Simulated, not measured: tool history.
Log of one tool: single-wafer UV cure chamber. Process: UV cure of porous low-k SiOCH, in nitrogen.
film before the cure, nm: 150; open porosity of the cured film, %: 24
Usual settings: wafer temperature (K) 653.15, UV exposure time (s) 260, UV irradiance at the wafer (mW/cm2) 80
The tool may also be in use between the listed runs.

run    hour  wafer temperature (K)  UV exposure time (s)  UV irradiance at the wafer (mW/cm2)  wafers since the last listed run  hours since the UV bulbs were replaced  wafers since the quartz window was cleaned  loss of film thickness in the cure (%)
  1     0.0                 665.15                   260                                   80                                 0                                  1223.6                                         856                                  12.795
      224.0  -- quartz window cleaned
  2   268.9                 665.15                   260                                   80                              1505                                  1492.5                                         259                                  12.611
  3   376.4                 665.15                   260                                   80                               620                                  1600.0                                         879                                  12.665
  4   433.3                 653.15                   215                                   88                               328                                  1656.9                                        1207                                  12.071
  5   507.5                 653.15                   175                                   80                               428                                  1731.1                                        1636                                  10.640
  6   571.8                 653.15                   260                                   80                               371                                  1795.4                                        2007                                  12.457
  7   646.6                 642.15                   260                                   80                               431                                  1870.2                                        2438                                  12.159
      679.9  -- quartz window cleaned
  8   737.1                 642.15                   260                                   80                               476                                  1960.7                                         330                                  12.304
  9   800.0                 653.15                   260                                   80                               362                                  2023.6                                         693                                  12.399
 10  1030.2                 653.15                   360                                   80                              1328                                  2253.8                                        2021                                  14.109
     1121.3  -- quartz window cleaned
 11  1129.1                 653.15                   260                                   58                               524                                  2352.7                                          44                                  10.871
 12  1211.3                 640.15                   260                                   80                               474                                  2434.9                                         519                                  12.052
 13  1273.0                 669.15                   190                                   92                               356                                  2496.6                                         875                                  11.726
     1452.6  -- UV bulbs replaced
 14  1496.6                 643.15                   260                                   80                              1244                                    44.0                                        2119                                  12.403
     1505.5  -- quartz window cleaned
 15  1538.2                 653.15                   260                                   61                               193                                    85.6                                         188                                  11.432
 16  1645.8                 665.15                   405                                   54                               620                                   193.2                                         809                                  12.992
 17  1726.5                 669.15                   190                                   92                               465                                   273.9                                        1275                                  11.755
 18  1801.3                 640.15                   135                                   68                               431                                   348.7                                        1706                                   8.534
     1900.2  -- quartz window cleaned
 19  1903.3                 653.15                   260                                   80                               542                                   450.7                                          17                                  12.746
 20  1956.8                 653.15                   260                                  108                               308                                   504.2                                         326                                  13.884
 21  2130.2                 645.15                   160                                   56                              1000                                   677.6                                        1327                                   8.598

Forecast each of these 5 alternatives for the next run:
  A  2130.7                 653.15                   260                                   68                                 2                                   678.1                                        1330                                       ?
  B  2130.7                 653.15                   140                                  108                                 2                                   678.1                                        1330                                       ?
  C  2130.7                 667.15                   380                                   64                                 2                                   678.1                                        1330                                       ?
  D  2130.7                 653.15                   260                                  111                                 2                                   678.1                                        1330                                       ?
  E  2130.7                 653.15                   195                                   80                                 2                                   678.1                                        1330                                       ?

run  loss of film thickness in the cure (%)
  A                                  11.741
  B                                  11.016
  C                                  13.528
  D                                  14.091
  E                                  11.160
Without the tool's hidden state the same runs would have given:
run  loss of film thickness in the cure (%)
  A                                  11.741
  B                                  11.016
  C                                  13.528
  D                                  14.091
  E                                  11.160

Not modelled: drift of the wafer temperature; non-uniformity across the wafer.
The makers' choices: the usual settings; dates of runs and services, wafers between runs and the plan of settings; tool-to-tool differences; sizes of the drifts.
